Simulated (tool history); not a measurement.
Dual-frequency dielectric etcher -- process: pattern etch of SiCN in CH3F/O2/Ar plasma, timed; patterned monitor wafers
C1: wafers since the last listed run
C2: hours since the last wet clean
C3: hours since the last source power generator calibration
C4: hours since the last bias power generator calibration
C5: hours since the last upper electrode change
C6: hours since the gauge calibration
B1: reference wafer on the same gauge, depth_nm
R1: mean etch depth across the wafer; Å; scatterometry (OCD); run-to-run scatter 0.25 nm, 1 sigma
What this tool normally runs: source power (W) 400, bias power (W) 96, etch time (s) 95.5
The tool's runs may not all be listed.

{"run": 1, "hour": 0.0, "source power (W)": 400, "bias power (W)": 96, "etch time (s)": 87, "C1": 0, "C2": 18.5, "C3": 5215.9, "C4": 1927.4, "C5": 3969.2, "C6": 431.1, "B1": 30.03, "R1": 338.8}
{"run": 2, "hour": 19.8, "source power (W)": 400, "bias power (W)": 96, "etch time (s)": 87, "C1": 157, "C2": 38.3, "C3": 5235.7, "C4": 1947.2, "C5": 3989, "C6": 450.9, "B1": 30.21, "R1": 336.8}
{"run": 3, "hour": 42.1, "source power (W)": 400, "bias power (W)": 96, "etch time (s)": 87, "C1": 176, "C2": 60.6, "C3": 5258, "C4": 1969.5, "C5": 4011.3, "C6": 473.2, "B1": 30.06, "R1": 336.2}
{"run": 4, "hour": 66.7, "source power (W)": 360, "bias power (W)": 96, "etch time (s)": 95.5, "C1": 195, "C2": 85.2, "C3": 5282.6, "C4": 1994.1, "C5": 4035.9, "C6": 497.8, "B1": 30.04, "R1": 359}
{"run": 5, "hour": 89.7, "source power (W)": 360, "bias power (W)": 96, "etch time (s)": 95.5, "C1": 182, "C2": 108.2, "C3": 5305.6, "C4": 2017.1, "C5": 4058.9, "C6": 520.8, "B1": 30.16, "R1": 361.2}
{"run": 6, "hour": 103.6, "source power (W)": 350, "bias power (W)": 113, "etch time (s)": 95.5, "C1": 110, "C2": 122.1, "C3": 5319.5, "C4": 2031, "C5": 4072.8, "C6": 534.7, "B1": 30.01, "R1": 382.3}
{"run": 7, "hour": 137.8, "source power (W)": 350, "bias power (W)": 113, "etch time (s)": 95.5, "C1": 271, "C2": 156.3, "C3": 5353.7, "C4": 2065.2, "C5": 4107, "C6": 568.9, "B1": 30.21, "R1": 376.8}
{"hour": 166.2, "done": "upper electrode replaced"}
{"run": 8, "hour": 166.7, "source power (W)": 350, "bias power (W)": 113, "etch time (s)": 95.5, "C1": 38, "C2": 185.2, "C3": 5382.6, "C4": 2094.1, "C5": 0.5, "C6": 597.8, "B1": 30.1, "R1": 381.1}
{"run": 9, "hour": 187.1, "source power (W)": 400, "bias power (W)": 96, "etch time (s)": 74.5, "C1": 161, "C2": 205.6, "C3": 5403, "C4": 2114.5, "C5": 20.9, "C6": 618.2, "B1": 30.04, "R1": 287.5}
{"run": 10, "hour": 207.7, "source power (W)": 350, "bias power (W)": 113, "etch time (s)": 120.5, "C1": 163, "C2": 226.2, "C3": 5423.6, "C4": 2135.1, "C5": 41.5, "C6": 638.8, "B1": 30.06, "R1": 473.5}
{"run": 11, "hour": 221.1, "source power (W)": 400, "bias power (W)": 96, "etch time (s)": 95.5, "C1": 106, "C2": 239.6, "C3": 5437, "C4": 2148.5, "C5": 54.9, "C6": 652.2, "B1": 30.11, "R1": 375}
{"hour": 234.6, "done": "source power generator calibrated"}
{"run": 12, "hour": 243.5, "source power (W)": 400, "bias power (W)": 86, "etch time (s)": 102.5, "C1": 146, "C2": 262, "C3": 8.9, "C4": 2170.9, "C5": 77.3, "C6": 674.6, "B1": 30.09, "R1": 389.2}
{"run": 13, "hour": 268.8, "source power (W)": 340, "bias power (W)": 110, "etch time (s)": 87.5, "C1": 200, "C2": 287.3, "C3": 34.2, "C4": 2196.2, "C5": 102.6, "C6": 699.9, "B1": 30.13, "R1": 338.8}
{"run": 14, "hour": 289.2, "source power (W)": 430, "bias power (W)": 85, "etch time (s)": 87.5, "C1": 161, "C2": 307.7, "C3": 54.6, "C4": 2216.6, "C5": 123, "C6": 720.3, "B1": 29.97, "R1": 329.1}
{"run": 15, "hour": 301.8, "source power (W)": 330, "bias power (W)": 80, "etch time (s)": 95.5, "C1": 100, "C2": 320.3, "C3": 67.2, "C4": 2229.2, "C5": 135.6, "C6": 732.9, "B1": 30.17, "R1": 341.8}
{"hour": 326.8, "done": "wet clean of the chamber"}
{"run": 16, "hour": 330.4, "source power (W)": 400, "bias power (W)": 96, "etch time (s)": 95.5, "C1": 36, "C2": 3.6, "C3": 95.8, "C4": 2257.8, "C5": 164.2, "C6": 761.5, "B1": 30.03, "R1": 367.3}
{"run": 17, "hour": 348.4, "source power (W)": 330, "bias power (W)": 80, "etch time (s)": 95.5, "C1": 142, "C2": 21.6, "C3": 113.8, "C4": 2275.8, "C5": 182.2, "C6": 779.5, "B1": 30.14, "R1": 342.2}
{"hour": 378.8, "done": "gauge calibrated"}
{"run": 18, "hour": 386.1, "source power (W)": 320, "bias power (W)": 84, "etch time (s)": 116.5, "C1": 299, "C2": 59.3, "C3": 151.5, "C4": 2313.5, "C5": 219.9, "C6": 7.3, "B1": 30.03, "R1": 416.8}
{"run": 19, "hour": 414.8, "source power (W)": 400, "bias power (W)": 118, "etch time (s)": 95.5, "C1": 227, "C2": 88, "C3": 180.2, "C4": 2342.2, "C5": 248.6, "C6": 36, "B1": 30.07, "R1": 389.9}
{"run": 20, "hour": 441.4, "source power (W)": 310, "bias power (W)": 96, "etch time (s)": 95.5, "C1": 211, "C2": 114.6, "C3": 206.8, "C4": 2368.8, "C5": 275.2, "C6": 62.6, "B1": 30.05, "R1": 354.5}
{"run": 21, "hour": 460.6, "source power (W)": 400, "bias power (W)": 96, "etch time (s)": 95.5, "C1": 152, "C2": 133.8, "C3": 226, "C4": 2388, "C5": 294.4, "C6": 81.8, "B1": 30.12, "R1": 375.3}
{"hour": 476.1, "done": "bias power generator calibrated"}
{"run": 22, "hour": 479.8, "source power (W)": 400, "bias power (W)": 96, "etch time (s)": 95.5, "C1": 120, "C2": 153, "C3": 245.2, "C4": 3.7, "C5": 313.6, "C6": 101, "B1": 30.11, "R1": 372}
{"run": 23, "hour": 496.1, "source power (W)": 470, "bias power (W)": 86, "etch time (s)": 95.5, "C1": 129, "C2": 169.3, "C3": 261.5, "C4": 20, "C5": 329.9, "C6": 117.3, "B1": 30.15, "R1": 373.2}
{"run": 24, "hour": 520.3, "source power (W)": 430, "bias power (W)": 115, "etch time (s)": 95.5, "C1": 192, "C2": 193.5, "C3": 285.7, "C4": 44.2, "C5": 354.1, "C6": 141.5, "B1": 30.17, "R1": 393.4}
{"run": 25, "hour": 553.1, "source power (W)": 360, "bias power (W)": 89, "etch time (s)": 95.5, "C1": 260, "C2": 226.3, "C3": 318.5, "C4": 77, "C5": 386.9, "C6": 174.3, "B1": 30.1, "R1": 356.4}
{"run": 26, "hour": 573.7, "source power (W)": 360, "bias power (W)": 96, "etch time (s)": 80.5, "C1": 163, "C2": 246.9, "C3": 339.1, "C4": 97.6, "C5": 407.5, "C6": 194.9, "B1": 30.07, "R1": 307.4}
{"run": 27, "hour": 604.7, "source power (W)": 320, "bias power (W)": 90, "etch time (s)": 107, "C1": 246, "C2": 277.9, "C3": 370.1, "C4": 128.6, "C5": 438.5, "C6": 225.9, "B1": 30.1, "R1": 389.7}
{"hour": 644.9, "done": "wet clean of the chamber"}
{"run": 28, "hour": 645.4, "source power (W)": 310, "bias power (W)": 96, "etch time (s)": 115, "C1": 132, "C2": 0.5, "C3": 410.8, "C4": 169.3, "C5": 479.2, "C6": 266.6, "B1": 30.16, "R1": 427.3}
{"run": 29, "hour": 647.8, "source power (W)": 400, "bias power (W)": 96, "etch time (s)": 95.5, "C1": 19, "C2": 2.9, "C3": 413.2, "C4": 171.7, "C5": 481.6, "C6": 269, "B1": 30.13, "R1": 371.5}
{"run": 30, "hour": 678.5, "source power (W)": 490, "bias power (W)": 86, "etch time (s)": 105.5, "C1": 243, "C2": 33.6, "C3": 443.9, "C4": 202.4, "C5": 512.3, "C6": 299.7, "B1": 30.15, "R1": 417.7}
{"run": 31, "hour": 691.8, "source power (W)": 400, "bias power (W)": 75, "etch time (s)": 95.5, "C1": 105, "C2": 46.9, "C3": 457.2, "C4": 215.7, "C5": 525.6, "C6": 313, "B1": 30.04, "R1": 347.1}

Hidden state, per run?
etch rate over this chamber's usual, %: 0 on each run
source power that arrives over what is set, %: 0 on each run
bias power that arrives over what is set, %: 0 on each run
gauge reads high (%): 0 on each run
